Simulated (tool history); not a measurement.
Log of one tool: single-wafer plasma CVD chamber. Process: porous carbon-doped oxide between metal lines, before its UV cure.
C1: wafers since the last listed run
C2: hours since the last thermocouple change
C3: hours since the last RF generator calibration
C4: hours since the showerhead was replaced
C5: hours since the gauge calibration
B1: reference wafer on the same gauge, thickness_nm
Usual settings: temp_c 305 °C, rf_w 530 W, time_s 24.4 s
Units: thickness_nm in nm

Run 1, hour 0: usual settings; C1 0; C2 208.7; C3 922.3; C4 5727.5; C5 75.2; B1 114.919. Result: thickness_nm 128.62 nm.
Run 2, hour 81.7: usual settings; C1 1524; C2 290.4; C3 1004; C4 5809.2; C5 156.9; B1 115.064. Result: thickness_nm 128.711 nm.
Run 3, hour 143.9: usual settings; C1 1160; C2 352.6; C3 1066.2; C4 5871.4; C5 219.1; B1 115.028. Result: thickness_nm 128.774 nm.
Run 4, hour 184.8: usual settings; C1 763; C2 393.5; C3 1107.1; C4 5912.3; C5 260; B1 114.943. Result: thickness_nm 129.353 nm.
Run 5, hour 254.7: usual settings but temp_c 313 °C; C1 1304; C2 463.4; C3 1177; C4 5982.2; C5 329.9; B1 114.982. Result: thickness_nm 122.685 nm.
Run 6, hour 331.2: usual settings but temp_c 313 °C; C1 1427; C2 539.9; C3 1253.5; C4 6058.7; C5 406.4; B1 114.992. Result: thickness_nm 123.457 nm.
Run 7, hour 376: usual settings but temp_c 313 °C; C1 835; C2 584.7; C3 1298.3; C4 6103.5; C5 451.2; B1 114.958. Result: thickness_nm 123.06 nm.
Run 8, hour 482.6: usual settings but rf_w 505 W, time_s 23 s; C1 1989; C2 691.3; C3 1404.9; C4 6210.1; C5 557.8; B1 115.031. Result: thickness_nm 118.999 nm.
Run 9, hour 590: usual settings; C1 2003; C2 798.7; C3 1512.3; C4 6317.5; C5 665.2; B1 114.988. Result: thickness_nm 129.981 nm.
Run 10, hour 664.5: usual settings; C1 1390; C2 873.2; C3 1586.8; C4 6392; C5 739.7; B1 115.008. Result: thickness_nm 130.518 nm.
Run 11, hour 735.5: usual settings; C1 1324; C2 944.2; C3 1657.8; C4 6463; C5 810.7; B1 115.017. Result: thickness_nm 129.3 nm.
Run 12, hour 856.4: usual settings; C1 2255; C2 1065.1; C3 1778.7; C4 6583.9; C5 931.6; B1 114.972. Result: thickness_nm 127.655 nm.
Run 13, hour 933.5: usual settings; C1 1438; C2 1142.2; C3 1855.8; C4 6661; C5 1008.7; B1 114.961. Result: thickness_nm 128.413 nm.
Run 14, hour 990: usual settings; C1 1054; C2 1198.7; C3 1912.3; C4 6717.5; C5 1065.2; B1 114.986. Result: thickness_nm 127.957 nm.
At hour 1043.2: RF generator calibrated.
Run 15, hour 1043.7: usual settings; C1 852; C2 1252.4; C3 0.5; C4 6771.2; C5 1118.9; B1 114.998. Result: thickness_nm 132.446 nm.
Run 16, hour 1108.3: usual settings but temp_c 309 °C; C1 1205; C2 1317; C3 65.1; C4 6835.8; C5 1183.5; B1 114.931. Result: thickness_nm 129.038 nm.
Run 17, hour 1149.2: usual settings but rf_w 620 W, time_s 28.6 s; C1 763; C2 1357.9; C3 106; C4 6876.7; C5 1224.4; B1 115.013. Result: thickness_nm 165.922 nm.
Run 18, hour 1252.5: usual settings; C1 1927; C2 1461.2; C3 209.3; C4 6980; C5 1327.7; B1 114.949. Result: thickness_nm 132.897 nm.
Run 19, hour 1336.5: usual settings but temp_c 299 °C, rf_w 600 W, time_s 29 s; C1 1567; C2 1545.2; C3 293.3; C4 7064; C5 1411.7; B1 115.094. Result: thickness_nm 174.21 nm.
At hour 1358.6: gauge calibrated.
Run 20, hour 1381.4: usual settings but time_s 19.7 s; C1 837; C2 1590.1; C3 338.2; C4 7108.9; C5 22.8; B1 114.916. Result: thickness_nm 107.986 nm.
At hour 1451: showerhead replaced.
Run 21, hour 1468.3: usual settings; C1 1472; C2 1677; C3 425.1; C4 17.3; C5 109.7; B1 115.018. Result: thickness_nm 132.999 nm.
At hour 1600.7: thermocouple changed; heater temperature recalibrated.
Run 22, hour 1618.6: usual settings but temp_c 310 °C, rf_w 620 W, time_s 20.4 s; C1 2655; C2 17.9; C3 575.4; C4 167.6; C5 260; B1 114.911. Result: thickness_nm 112.249 nm.
Run 23, hour 1671.3: usual settings but temp_c 315 °C; C1 983; C2 70.6; C3 628.1; C4 220.3; C5 312.7; B1 115.029. Result: thickness_nm 121.214 nm.
Run 24, hour 1745.3: usual settings but rf_w 580 W; C1 1380; C2 144.6; C3 702.1; C4 294.3; C5 386.7; B1 115.055. Result: thickness_nm 134.246 nm.
Run 25, hour 1789.2: usual settings but rf_w 575 W, time_s 22.7 s; C1 819; C2 188.5; C3 746; C4 338.2; C5 430.6; B1 114.913. Result: thickness_nm 124.583 nm.
Run 26, hour 1832: usual settings but temp_c 319 °C, time_s 20.3 s; C1 798; C2 231.3; C3 788.8; C4 381; C5 473.4; B1 115.001. Result: thickness_nm 99.003 nm.
Run 27, hour 1916.9: usual settings; C1 1584; C2 316.2; C3 873.7; C4 465.9; C5 558.3; B1 114.989. Result: thickness_nm 128.983 nm.
Run 28, hour 1957: usual settings but temp_c 315 °C, rf_w 585 W, time_s 20 s; C1 748; C2 356.3; C3 913.8; C4 506; C5 598.4; B1 114.995. Result: thickness_nm 104.794 nm.
Run 29, hour 2007.1: usual settings but temp_c 294 °C, rf_w 585 W; C1 934; C2 406.4; C3 963.9; C4 556.1; C5 648.5; B1 114.955. Result: thickness_nm 146.616 nm.
Run 30, hour 2055: usual settings but temp_c 298 °C, rf_w 480 W; C1 893; C2 454.3; C3 1011.8; C4 604; C5 696.4; B1 114.975. Result: thickness_nm 130.754 nm.
Run 31, hour 2148.5: usual settings but time_s 25.8 s; C1 1744; C2 547.8; C3 1105.3; C4 697.5; C5 789.9; B1 115.123. Result: thickness_nm 136.912 nm.
Run 32, hour 2189.4: usual settings but time_s 20.9 s; C1 763; C2 588.7; C3 1146.2; C4 738.4; C5 830.8; B1 115.041. Result: thickness_nm 111.963 nm.

Measured less the same run without the tool's hidden state. The same run-to-run variation is in both; the gauge's scatter may not be:
The hidden state here: wafer temperature above the value expected at the setpoint (K); delivered RF power above the setpoint (%); gauge reads high (%).
run  thickness_nm
  1         +0.24
  2        +0.494
  3        +0.646
  4        +0.732
  5        +0.652
  6        +0.716
  7        +0.734
  8        +0.869
  9        +0.896
 10        +0.821
 11        +0.713
 12        +0.476
 13        +0.297
 14        +0.146
 15        +4.177
 16        +4.049
 17        +5.375
 18        +4.363
 19         +6.03
 20        +3.572
 21        +4.391
 22        -0.124
 23        +0.101
 24        +0.569
 25        +0.709
 26        +0.552
 27        +1.152
 28        +0.915
 29        +1.822
 30        +1.609
 31        +1.684
 32        +1.408
